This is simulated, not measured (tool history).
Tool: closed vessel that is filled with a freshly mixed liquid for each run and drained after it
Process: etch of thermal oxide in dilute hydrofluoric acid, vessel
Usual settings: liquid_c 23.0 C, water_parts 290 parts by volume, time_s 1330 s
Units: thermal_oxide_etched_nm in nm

| run | hour | liquid_c | water_parts | time_s | wafers since the last listed run | hours since the thermometer was replaced | hours since the hydrofluoric acid flow meter was replaced | hours since the gauge calibration | read-back film thickness of the thermal oxide reference wafer, read on the same gauge (nm) | thermal_oxide_etched_nm |
|---|---|---|---|---|---|---|---|---|---|---|
| 1 | 0.0 | 25.5 | 290 | 1330 | 0 | 1101.7 | 436.8 | 1175.3 | 99.98 | 18.38 |
| 2 | 102.1 | 23.0 | 290 | 1330 | 6044 | 1203.8 | 538.9 | 1277.4 | 99.99 | 17.48 |
| 3 | 175.7 | 23.0 | 290 | 1330 | 4357 | 1277.4 | 612.5 | 1351.0 | 100.02 | 17.41 |
| 4 | 223.4 | 23.0 | 290 | 1330 | 2824 | 1325.1 | 660.2 | 1398.7 | 100.00 | 17.76 |
| 5 | 285.7 | 23.0 | 290 | 1330 | 3688 | 1387.4 | 722.5 | 1461.0 | 99.99 | 17.72 |
| 6 | 357.6 | 23.0 | 290 | 1330 | 4256 | 1459.3 | 794.4 | 1532.9 | 99.99 | 17.67 |
| 7 | 463.1 | 23.0 | 290 | 1330 | 6245 | 1564.8 | 899.9 | 1638.4 | 100.00 | 17.74 |
| 8 | 538.9 | 23.0 | 245 | 760 | 4487 | 1640.6 | 975.7 | 1714.2 | 100.02 | 12.86 |
|  | 539.3 | gauge calibrated |
|  | 593.2 | hydrofluoric acid flow meter replaced |
| 9 | 625.9 | 23.0 | 245 | 760 | 5091 | 1727.6 | 32.7 | 86.6 | 100.02 | 12.25 |
| 10 | 668.4 | 23.0 | 290 | 1330 | 2516 | 1770.1 | 75.2 | 129.1 | 100.01 | 17.36 |
| 11 | 725.7 | 28.0 | 290 | 1330 | 3392 | 1827.4 | 132.5 | 186.4 | 100.01 | 20.43 |
|  | 746.5 | thermometer replaced |
| 12 | 945.1 | 23.0 | 405 | 1330 | 12930 | 198.6 | 351.9 | 405.8 | 100.01 | 10.60 |
| 13 | 1022.8 | 23.0 | 290 | 1720 | 4600 | 276.3 | 429.6 | 483.5 | 99.98 | 21.36 |
| 14 | 1082.7 | 23.0 | 290 | 1330 | 3546 | 336.2 | 489.5 | 543.4 | 100.01 | 16.33 |
| 15 | 1172.7 | 21.0 | 290 | 1835 | 5328 | 426.2 | 579.5 | 633.4 | 100.00 | 22.01 |
| 16 | 1239.4 | 27.5 | 175 | 2085 | 3948 | 492.9 | 646.2 | 700.1 | 100.02 | 58.62 |
| 17 | 1329.0 | 23.0 | 290 | 1330 | 5304 | 582.5 | 735.8 | 789.7 | 99.99 | 17.00 |
| 18 | 1432.1 | 27.5 | 175 | 2085 | 6103 | 685.6 | 838.9 | 892.8 | 99.99 | 60.01 |

What the log doesn't show, run by run:
gauge reads high (%): 0 in every run
H1: liquid hotter than its thermometer reads (K)
H2: hydrofluoric acid flow above the setpoint (%)
| run | H1 | H2 |
|---|---|---|
| 1 | 1.44 | 2.41 |
| 2 | 1.56 | 2.94 |
| 3 | 1.65 | 3.32 |
| 4 | 1.7 | 3.57 |
| 5 | 1.78 | 3.89 |
| 6 | 1.86 | 4.26 |
| 7 | 1.99 | 4.81 |
| 8 | 2.08 | 5.21 |
| 9 | 2.18 | 0.343 |
| 10 | 2.23 | 0.564 |
| 11 | 2.3 | 0.862 |
| 12 | 0.387 | 2 |
| 13 | 0.479 | 2.41 |
| 14 | 0.549 | 2.72 |
| 15 | 0.655 | 3.18 |
| 16 | 0.733 | 3.53 |
| 17 | 0.839 | 4 |
| 18 | 0.96 | 4.53 |
